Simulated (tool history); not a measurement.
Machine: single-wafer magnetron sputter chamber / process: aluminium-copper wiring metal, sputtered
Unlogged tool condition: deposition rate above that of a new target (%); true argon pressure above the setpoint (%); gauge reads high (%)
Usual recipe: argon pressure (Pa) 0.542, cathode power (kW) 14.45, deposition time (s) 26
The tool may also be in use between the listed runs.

run	hour	argon pressure (Pa)	cathode power (kW)	deposition time (s)	wafers since the last listed run	wafers on the sputter target	hours since the last manometer calibration	hours since the magnet pack was replaced	hours since the gauge calibration	read-back reference wafer on the same gauge, thickness_nm	mean film thickness on the monitor wafer (angstrom)
1	0	0.434	14.45	26	0	2089	1986.6	9531.6	35.7	563.053	6503.79
2	16.9	0.434	14.45	26	356	2446	2003.5	9548.5	52.6	562.066	6429.1
# hour 31: sputter target and shields replaced
3	44.5	0.434	14.45	26	413	286	2031.1	9576.1	80.2	562.588	6585.57
4	75.3	0.663	16.75	26	650	936	2061.9	9606.9	111	562.413	6520.81
5	107.2	0.663	16.75	26	673	1610	2093.8	9638.8	142.9	564.088	6533.64
6	125.4	0.663	16.75	26	384	1994	2112	9657	161.1	562.152	6454.73
7	147.9	0.542	14.45	26	475	2469	2134.5	9679.5	183.6	560.562	5973.21
# hour 160.5: sputter target and shields replaced
8	171	0.653	14.45	26	318	222	2157.6	9702.6	206.7	561.509	5791.66
# hour 194.6: capacitance manometer re-zeroed and calibrated
9	195.1	0.542	17.3	26	340	562	0.5	9726.7	230.8	562.475	7382.85
# hour 207.7: magnet pack replaced
10	208.2	0.542	17.3	26	107	670	13.6	0.5	243.9	561.602	7337.44
11	305.2	0.695	16.9	26	2048	2719	110.6	97.5	340.9	562.012	6234.93
# hour 329.6: sputter target and shields replaced
12	330.1	0.711	14.45	28.3	356	10	135.5	122.4	365.8	562.368	6056.17
13	350	0.63	15.8	26	420	430	155.4	142.3	385.7	562.198	6381.25
14	370.3	0.542	14.45	26	428	859	175.7	162.6	406	561.816	6199.28
# hour 377: gauge calibrated
15	389.9	0.408	14.45	28.6	413	1273	195.3	182.2	12.9	561.322	7394.42
16	417.4	0.651	15.6	21	580	1854	222.8	209.7	40.4	562.383	4930.46
17	432.6	0.542	14.45	26	321	2175	238	224.9	55.6	561.905	6017.14
18	450.8	0.608	14.45	22.1	384	2559	256.2	243.1	73.8	561.678	4851.9
# hour 484.6: sputter target and shields replaced
19	485.7	0.542	14.45	26	568	22	291.1	278	108.7	562.088	6146.21
20	508	0.333	15.35	29.9	470	493	313.4	300.3	131	560.465	8565.64
21	534.3	0.36	11.65	23.5	555	1048	339.7	326.6	157.3	561.055	5055.57

Some steps in mean film thickness on the monitor wafer (angstrom), run to run, broken into two amounts with sign: the step expected even without the hidden condition (settings, incoming material, random variation), and the rest, left for the hidden condition together with whatever gauge scatter is not in both the measured and the hidden-condition-free result:
Run 10 -> 11: argon pressure (Pa) 0.542 -> 0.695, cathode power (kW) 17.3 -> 16.9. mean film thickness on the monitor wafer (angstrom) -1102.51: hidden state -282.64, all else -819.87.
Run 11 -> 12: argon pressure (Pa) 0.695 -> 0.711, cathode power (kW) 16.9 -> 14.45, deposition time (s) 26 -> 28.3, sputter target and shields replaced. mean film thickness on the monitor wafer (angstrom) -178.76: hidden state +335.03, all else -513.79.
Run 15 -> 16: argon pressure (Pa) 0.408 -> 0.651, cathode power (kW) 14.45 -> 15.6, deposition time (s) 28.6 -> 21. mean film thickness on the monitor wafer (angstrom) -2463.96: hidden state -25.65, all else -2438.31.
Run 20 -> 21: argon pressure (Pa) 0.333 -> 0.36, cathode power (kW) 15.35 -> 11.65, deposition time (s) 29.9 -> 23.5. mean film thickness on the monitor wafer (angstrom) -3510.07: hidden state -0.41, all else -3509.66.

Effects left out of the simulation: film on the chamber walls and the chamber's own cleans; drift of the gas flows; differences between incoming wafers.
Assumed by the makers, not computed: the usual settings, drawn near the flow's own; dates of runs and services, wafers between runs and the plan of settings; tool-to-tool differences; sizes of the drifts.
